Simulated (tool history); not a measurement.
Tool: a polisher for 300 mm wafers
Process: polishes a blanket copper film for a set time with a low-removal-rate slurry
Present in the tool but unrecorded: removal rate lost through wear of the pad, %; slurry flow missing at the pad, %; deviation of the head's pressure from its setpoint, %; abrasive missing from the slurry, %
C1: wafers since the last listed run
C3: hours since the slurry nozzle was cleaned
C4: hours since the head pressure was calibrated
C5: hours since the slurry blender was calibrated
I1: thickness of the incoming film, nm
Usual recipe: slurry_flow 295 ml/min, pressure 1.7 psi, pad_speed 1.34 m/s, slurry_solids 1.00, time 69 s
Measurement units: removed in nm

{"run": 1, "hour": 0.0, "slurry_flow": 295, "pressure": 1.7, "pad_speed": 1.34, "slurry_solids": 1.0, "time": 69, "C1": 0, "wafers polished on this pad": 1285, "C3": 261.8, "C4": 616.8, "C5": 246.1, "I1": 1051.5, "removed": 162.5}
{"hour": 18.0, "done": "worn pad replaced by a new one"}
{"run": 2, "hour": 29.6, "slurry_flow": 295, "pressure": 1.7, "pad_speed": 1.34, "slurry_solids": 1.0, "time": 69, "C1": 268, "wafers polished on this pad": 121, "C3": 291.4, "C4": 646.4, "C5": 275.7, "I1": 1037.3, "removed": 160.2}
{"run": 3, "hour": 50.1, "slurry_flow": 295, "pressure": 1.7, "pad_speed": 1.34, "slurry_solids": 1.0, "time": 69, "C1": 214, "wafers polished on this pad": 336, "C3": 311.9, "C4": 666.9, "C5": 296.2, "I1": 1024.8, "removed": 159.2}
{"hour": 56.6, "done": "slurry nozzle cleaned"}
{"run": 4, "hour": 90.5, "slurry_flow": 235, "pressure": 1.7, "pad_speed": 1.34, "slurry_solids": 1.0, "time": 69, "C1": 412, "wafers polished on this pad": 749, "C3": 33.9, "C4": 707.3, "C5": 336.6, "I1": 1056.6, "removed": 166.2}
{"run": 5, "hour": 118.3, "slurry_flow": 235, "pressure": 1.7, "pad_speed": 1.34, "slurry_solids": 1.0, "time": 69, "C1": 291, "wafers polished on this pad": 1040, "C3": 61.7, "C4": 735.1, "C5": 364.4, "I1": 1030.6, "removed": 168.3}
{"run": 6, "hour": 139.9, "slurry_flow": 345, "pressure": 1.7, "pad_speed": 1.34, "slurry_solids": 1.0, "time": 69, "C1": 226, "wafers polished on this pad": 1266, "C3": 83.3, "C4": 756.7, "C5": 386.0, "I1": 1046.7, "removed": 170.9}
{"hour": 163.1, "done": "worn pad replaced by a new one"}
{"run": 7, "hour": 174.5, "slurry_flow": 295, "pressure": 1.7, "pad_speed": 1.34, "slurry_solids": 1.0, "time": 69, "C1": 320, "wafers polished on this pad": 119, "C3": 117.9, "C4": 791.3, "C5": 420.6, "I1": 1032.6, "removed": 168.0}
{"run": 8, "hour": 189.7, "slurry_flow": 295, "pressure": 1.7, "pad_speed": 1.34, "slurry_solids": 1.0, "time": 69, "C1": 159, "wafers polished on this pad": 279, "C3": 133.1, "C4": 806.5, "C5": 435.8, "I1": 1042.5, "removed": 172.0}
{"run": 9, "hour": 219.1, "slurry_flow": 295, "pressure": 1.7, "pad_speed": 1.34, "slurry_solids": 1.0, "time": 69, "C1": 308, "wafers polished on this pad": 587, "C3": 162.5, "C4": 835.9, "C5": 465.2, "I1": 1025.2, "removed": 168.0}
{"run": 10, "hour": 233.6, "slurry_flow": 295, "pressure": 1.7, "pad_speed": 1.34, "slurry_solids": 0.9, "time": 69, "C1": 151, "wafers polished on this pad": 739, "C3": 177.0, "C4": 850.4, "C5": 479.7, "I1": 1058.3, "removed": 160.8}
{"hour": 271.4, "done": "slurry blender recalibrated"}
{"hour": 276.9, "done": "worn pad replaced by a new one"}
{"run": 11, "hour": 291.2, "slurry_flow": 295, "pressure": 1.7, "pad_speed": 1.34, "slurry_solids": 1.0, "time": 69, "C1": 540, "wafers polished on this pad": 149, "C3": 234.6, "C4": 908.0, "C5": 19.8, "I1": 1027.7, "removed": 163.2}
{"run": 12, "hour": 323.8, "slurry_flow": 295, "pressure": 1.7, "pad_speed": 1.34, "slurry_solids": 1.0, "time": 69, "C1": 341, "wafers polished on this pad": 491, "C3": 267.2, "C4": 940.6, "C5": 52.4, "I1": 1041.6, "removed": 164.8}
{"run": 13, "hour": 338.8, "slurry_flow": 295, "pressure": 1.7, "pad_speed": 1.34, "slurry_solids": 1.0, "time": 69, "C1": 157, "wafers polished on this pad": 648, "C3": 282.2, "C4": 955.6, "C5": 67.4, "I1": 1041.3, "removed": 160.9}
{"run": 14, "hour": 352.7, "slurry_flow": 295, "pressure": 1.7, "pad_speed": 1.34, "slurry_solids": 1.0, "time": 69, "C1": 145, "wafers polished on this pad": 793, "C3": 296.1, "C4": 969.5, "C5": 81.3, "I1": 1036.1, "removed": 161.6}
{"hour": 356.8, "done": "slurry nozzle cleaned"}
{"run": 15, "hour": 367.0, "slurry_flow": 400, "pressure": 2.0, "pad_speed": 1.34, "slurry_solids": 1.0, "time": 69, "C1": 139, "wafers polished on this pad": 933, "C3": 10.2, "C4": 983.8, "C5": 95.6, "I1": 1042.9, "removed": 205.3}
{"run": 16, "hour": 392.1, "slurry_flow": 295, "pressure": 1.3, "pad_speed": 1.34, "slurry_solids": 1.25, "time": 69, "C1": 263, "wafers polished on this pad": 1196, "C3": 35.3, "C4": 1008.9, "C5": 120.7, "I1": 1030.9, "removed": 136.6}
{"run": 17, "hour": 406.7, "slurry_flow": 295, "pressure": 1.7, "pad_speed": 1.34, "slurry_solids": 1.25, "time": 69, "C1": 152, "wafers polished on this pad": 1349, "C3": 49.9, "C4": 1023.5, "C5": 135.3, "I1": 1040.6, "removed": 179.1}
{"hour": 418.0, "done": "worn pad replaced by a new one"}
{"run": 18, "hour": 439.2, "slurry_flow": 295, "pressure": 1.7, "pad_speed": 1.34, "slurry_solids": 1.0, "time": 69, "C1": 298, "wafers polished on this pad": 222, "C3": 82.4, "C4": 1056.0, "C5": 167.8, "I1": 1023.6, "removed": 165.4}
{"run": 19, "hour": 458.3, "slurry_flow": 295, "pressure": 1.4, "pad_speed": 1.5, "slurry_solids": 1.0, "time": 69, "C1": 200, "wafers polished on this pad": 422, "C3": 101.5, "C4": 1075.1, "C5": 186.9, "I1": 1049.7, "removed": 152.8}
{"run": 20, "hour": 487.1, "slurry_flow": 205, "pressure": 1.7, "pad_speed": 1.34, "slurry_solids": 1.0, "time": 69, "C1": 301, "wafers polished on this pad": 724, "C3": 130.3, "C4": 1103.9, "C5": 215.7, "I1": 1021.3, "removed": 159.2}
{"hour": 510.1, "done": "head pressure recalibrated"}
{"run": 21, "hour": 522.6, "slurry_flow": 295, "pressure": 1.9, "pad_speed": 1.72, "slurry_solids": 1.0, "time": 69, "C1": 351, "wafers polished on this pad": 1075, "C3": 165.8, "C4": 12.5, "C5": 251.2, "I1": 1045.2, "removed": 229.9}
{"hour": 537.4, "done": "worn pad replaced by a new one"}
{"run": 22, "hour": 539.6, "slurry_flow": 295, "pressure": 2.3, "pad_speed": 1.34, "slurry_solids": 0.75, "time": 69, "C1": 136, "wafers polished on this pad": 23, "C3": 182.8, "C4": 29.5, "C5": 268.2, "I1": 1038.5, "removed": 217.6}
{"run": 23, "hour": 632.2, "slurry_flow": 295, "pressure": 1.7, "pad_speed": 1.34, "slurry_solids": 1.2, "time": 69, "C1": 970, "wafers polished on this pad": 993, "C3": 275.4, "C4": 122.1, "C5": 360.8, "I1": 1030.7, "removed": 171.3}
{"run": 24, "hour": 660.3, "slurry_flow": 295, "pressure": 1.7, "pad_speed": 1.34, "slurry_solids": 1.0, "time": 69, "C1": 294, "wafers polished on this pad": 1287, "C3": 303.5, "C4": 150.2, "C5": 388.9, "I1": 1028.5, "removed": 160.9}

Each row is a separate what-if for the run after 24, all from the same tool condition, not one after another. Results?
{"run": "A", "hour": 660.7, "slurry_flow": 295, "pressure": 1.7, "pad_speed": 1.34, "slurry_solids": 1.0, "time": 69, "C1": 4, "wafers polished on this pad": 1292, "C3": 303.9, "C4": 150.6, "C5": 389.3, "I1": 1042.8, "removed": "?"}
{"run": "B", "hour": 660.7, "slurry_flow": 295, "pressure": 1.2, "pad_speed": 1.08, "slurry_solids": 1.2, "time": 69, "C1": 4, "wafers polished on this pad": 1292, "C3": 303.9, "C4": 150.6, "C5": 389.3, "I1": 1042.8, "removed": "?"}
{"run": "C", "hour": 660.7, "slurry_flow": 295, "pressure": 1.5, "pad_speed": 1.34, "slurry_solids": 1.0, "time": 60, "C1": 4, "wafers polished on this pad": 1292, "C3": 303.9, "C4": 150.6, "C5": 389.3, "I1": 1042.8, "removed": "?"}

run=A removed=157.1
run=B removed=96.7
run=C removed=120.6
Stripped of hidden state, with their random variation kept, the same runs would have yielded:
run=A removed=165.4
run=B removed=101.9
run=C removed=126.9

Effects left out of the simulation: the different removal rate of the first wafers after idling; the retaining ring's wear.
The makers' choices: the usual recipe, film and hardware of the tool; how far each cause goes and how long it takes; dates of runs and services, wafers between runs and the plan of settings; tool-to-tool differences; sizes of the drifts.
